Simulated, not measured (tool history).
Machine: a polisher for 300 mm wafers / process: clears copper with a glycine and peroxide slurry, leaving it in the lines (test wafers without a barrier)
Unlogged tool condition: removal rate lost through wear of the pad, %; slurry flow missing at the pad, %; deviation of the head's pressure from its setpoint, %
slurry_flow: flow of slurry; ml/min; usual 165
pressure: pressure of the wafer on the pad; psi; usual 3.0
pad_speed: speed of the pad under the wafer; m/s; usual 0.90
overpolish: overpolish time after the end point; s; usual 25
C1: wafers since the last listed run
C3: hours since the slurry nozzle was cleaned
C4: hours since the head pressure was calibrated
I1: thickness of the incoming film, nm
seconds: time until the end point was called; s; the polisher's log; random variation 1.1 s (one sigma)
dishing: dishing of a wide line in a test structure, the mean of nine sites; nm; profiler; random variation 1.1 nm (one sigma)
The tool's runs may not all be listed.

Run 1, hour 0.0: usual settings but slurry_flow 130 ml/min, overpolish 34 s; C1 0; wafers polished on this pad 679; C3 91.8; C4 1068.5; I1 460.4. Result: seconds 101.2 s, dishing 82.1 nm.
Run 2, hour 16.5: usual settings but pad_speed 1.12 m/s, overpolish 15 s; C1 118; wafers polished on this pad 797; C3 108.3; C4 1085.0; I1 450.9. Result: seconds 83.5 s, dishing 50.1 nm.
Run 3, hour 31.6: usual settings but pad_speed 1.12 m/s, overpolish 15 s; C1 108; wafers polished on this pad 906; C3 123.4; C4 1100.1; I1 457.1. Result: seconds 84.3 s, dishing 49.6 nm.
Run 4, hour 39.1: usual settings; C1 53; wafers polished on this pad 960; C3 130.9; C4 1107.6; I1 456.4. Result: seconds 99.3 s, dishing 66.9 nm.
Run 5, hour 54.2: usual settings; C1 108; wafers polished on this pad 1068; C3 146.0; C4 1122.7; I1 459.1. Result: seconds 100.3 s, dishing 66.3 nm.
Run 6, hour 60.7: usual settings; C1 46; wafers polished on this pad 1115; C3 152.5; C4 1129.2; I1 458.3. Result: seconds 98.9 s, dishing 66.3 nm.
At hour 72.8: worn pad replaced by a new one.
Run 7, hour 73.3: usual settings; C1 61; wafers polished on this pad 3; C3 165.1; C4 1141.8; I1 459.4. Result: seconds 91.1 s, dishing 71.6 nm.
Run 8, hour 78.6: usual settings; C1 38; wafers polished on this pad 41; C3 170.4; C4 1147.1; I1 456.7. Result: seconds 89.1 s, dishing 67.2 nm.
Run 9, hour 96.2: usual settings but pad_speed 1.00 m/s; C1 126; wafers polished on this pad 168; C3 188.0; C4 1164.7; I1 453.0. Result: seconds 84.5 s, dishing 70.9 nm.
Run 10, hour 105.4: usual settings but pad_speed 1.00 m/s; C1 66; wafers polished on this pad 234; C3 197.2; C4 1173.9; I1 446.8. Result: seconds 84.5 s, dishing 72.6 nm.
Run 11, hour 112.7: usual settings but pad_speed 1.00 m/s; C1 52; wafers polished on this pad 286; C3 204.5; C4 1181.2; I1 453.7. Result: seconds 85.2 s, dishing 72.1 nm.
Run 12, hour 127.9: usual settings but pressure 3.5 psi; C1 109; wafers polished on this pad 395; C3 219.7; C4 1196.4; I1 446.6. Result: seconds 79.4 s, dishing 75.5 nm.
Run 13, hour 137.5: usual settings but pressure 3.5 psi; C1 68; wafers polished on this pad 464; C3 229.3; C4 1206.0; I1 455.1. Result: seconds 80.8 s, dishing 73.2 nm.
Run 14, hour 152.8: usual settings but slurry_flow 185 ml/min; C1 109; wafers polished on this pad 574; C3 244.6; C4 1221.3; I1 447.0. Result: seconds 88.2 s, dishing 70.4 nm.
Run 15, hour 162.2: usual settings but slurry_flow 200 ml/min; C1 67; wafers polished on this pad 642; C3 254.0; C4 1230.7; I1 455.7. Result: seconds 89.6 s, dishing 69.7 nm.
Run 16, hour 171.5: usual settings but slurry_flow 200 ml/min; C1 66; wafers polished on this pad 709; C3 263.3; C4 1240.0; I1 452.1. Result: seconds 91.3 s, dishing 70.2 nm.
Run 17, hour 182.4: usual settings but pad_speed 0.80 m/s; C1 78; wafers polished on this pad 787; C3 274.2; C4 1250.9; I1 445.2. Result: seconds 99.9 s, dishing 64.2 nm.
Run 18, hour 197.8: usual settings but pressure 3.9 psi; C1 110; wafers polished on this pad 898; C3 289.6; C4 1266.3; I1 449.5. Result: seconds 73.9 s, dishing 77.2 nm.
Run 19, hour 213.3: usual settings; C1 111; wafers polished on this pad 1009; C3 305.1; C4 1281.8; I1 456.9. Result: seconds 99.0 s, dishing 66.0 nm.
Run 20, hour 223.7: usual settings; C1 74; wafers polished on this pad 1084; C3 315.5; C4 1292.2; I1 455.5. Result: seconds 95.2 s, dishing 67.0 nm.
Run 21, hour 237.4: usual settings but slurry_flow 180 ml/min, overpolish 39 s; C1 98; wafers polished on this pad 1182; C3 329.2; C4 1305.9; I1 460.3. Result: seconds 96.9 s, dishing 90.5 nm.
At hour 254.2: worn pad replaced by a new one.
Run 22, hour 254.7: usual settings but slurry_flow 200 ml/min, pressure 3.9 psi, pad_speed 0.74 m/s, overpolish 14 s; C1 95; wafers polished on this pad 3; C3 346.5; C4 1323.2; I1 458.3. Result: seconds 80.6 s, dishing 51.3 nm.
Run 23, hour 267.5: usual settings but slurry_flow 115 ml/min, pressure 3.9 psi; C1 91; wafers polished on this pad 95; C3 359.3; C4 1336.0; I1 456.0. Result: seconds 79.4 s, dishing 76.3 nm.
At hour 270.8: head pressure recalibrated.
Run 24, hour 285.4: usual settings but slurry_flow 195 ml/min, pressure 3.5 psi, pad_speed 0.80 m/s; C1 114; wafers polished on this pad 209; C3 377.2; C4 14.6; I1 457.5. Result: seconds 84.1 s, dishing 74.6 nm.
Run 25, hour 291.5: usual settings; C1 43; wafers polished on this pad 253; C3 383.3; C4 20.7; I1 454.0. Result: seconds 91.7 s, dishing 70.3 nm.
Run 26, hour 300.4: usual settings but pressure 2.4 psi, pad_speed 0.66 m/s, overpolish 16 s; C1 63; wafers polished on this pad 317; C3 392.2; C4 29.6; I1 460.6. Result: seconds 129.3 s, dishing 36.8 nm.
At hour 305.8: slurry nozzle cleaned.
Run 27, hour 309.9: usual settings but slurry_flow 110 ml/min, pad_speed 0.78 m/s, overpolish 11 s; C1 61; wafers polished on this pad 378; C3 4.1; C4 39.1; I1 449.1. Result: seconds 103.7 s, dishing 30.4 nm.
Run 28, hour 323.8: usual settings but slurry_flow 130 ml/min, overpolish 32 s; C1 99; wafers polished on this pad 478; C3 18.0; C4 53.0; I1 447.3. Result: seconds 95.1 s, dishing 77.9 nm.
Run 29, hour 332.6: usual settings but slurry_flow 140 ml/min, pressure 3.5 psi, pad_speed 1.02 m/s; C1 63; wafers polished on this pad 541; C3 26.8; C4 61.8; I1 452.2. Result: seconds 78.5 s, dishing 76.8 nm.
Run 30, hour 348.1: usual settings but pressure 2.1 psi, pad_speed 0.82 m/s, overpolish 21 s; C1 111; wafers polished on this pad 653; C3 42.3; C4 77.3; I1 461.1. Result: seconds 132.2 s, dishing 45.0 nm.
Run 31, hour 358.6: usual settings but pressure 3.3 psi; C1 75; wafers polished on this pad 728; C3 52.8; C4 87.8; I1 456.9. Result: seconds 89.1 s, dishing 71.8 nm.
Run 32, hour 383.8: usual settings but pressure 3.4 psi, overpolish 39 s; C1 181; wafers polished on this pad 909; C3 78.0; C4 113.0; I1 453.7. Result: seconds 85.9 s, dishing 97.8 nm.

4 ways to go on from here, each from the tool as it stands after run 32. What would each give?
Run A, hour 384.3: usual settings but slurry_flow 120 ml/min; C1 3; wafers polished on this pad 913; C3 78.5; C4 113.5; I1 450.5. Result: seconds ?, dishing ?.
Run B, hour 384.3: usual settings but slurry_flow 215 ml/min; C1 3; wafers polished on this pad 913; C3 78.5; C4 113.5; I1 450.5. Result: seconds ?, dishing ?.
Run C, hour 384.3: usual settings but pressure 3.5 psi, pad_speed 1.02 m/s, overpolish 29 s; C1 3; wafers polished on this pad 913; C3 78.5; C4 113.5; I1 450.5. Result: seconds ?, dishing ?.
Run D, hour 384.3: usual settings but slurry_flow 225 ml/min, pressure 3.6 psi, overpolish 39 s; C1 3; wafers polished on this pad 913; C3 78.5; C4 113.5; I1 450.5. Result: seconds ?, dishing ?.

run  seconds  dishing
  A    102.4     64.2
  B     92.7     69.1
  C     79.0     86.0
  D     79.2    103.6
Without the tool's unlogged condition, the same runs would have read:
run  seconds  dishing
  A     97.0     66.8
  B     87.8     71.9
  C     74.8     89.0
  D     75.0    106.7
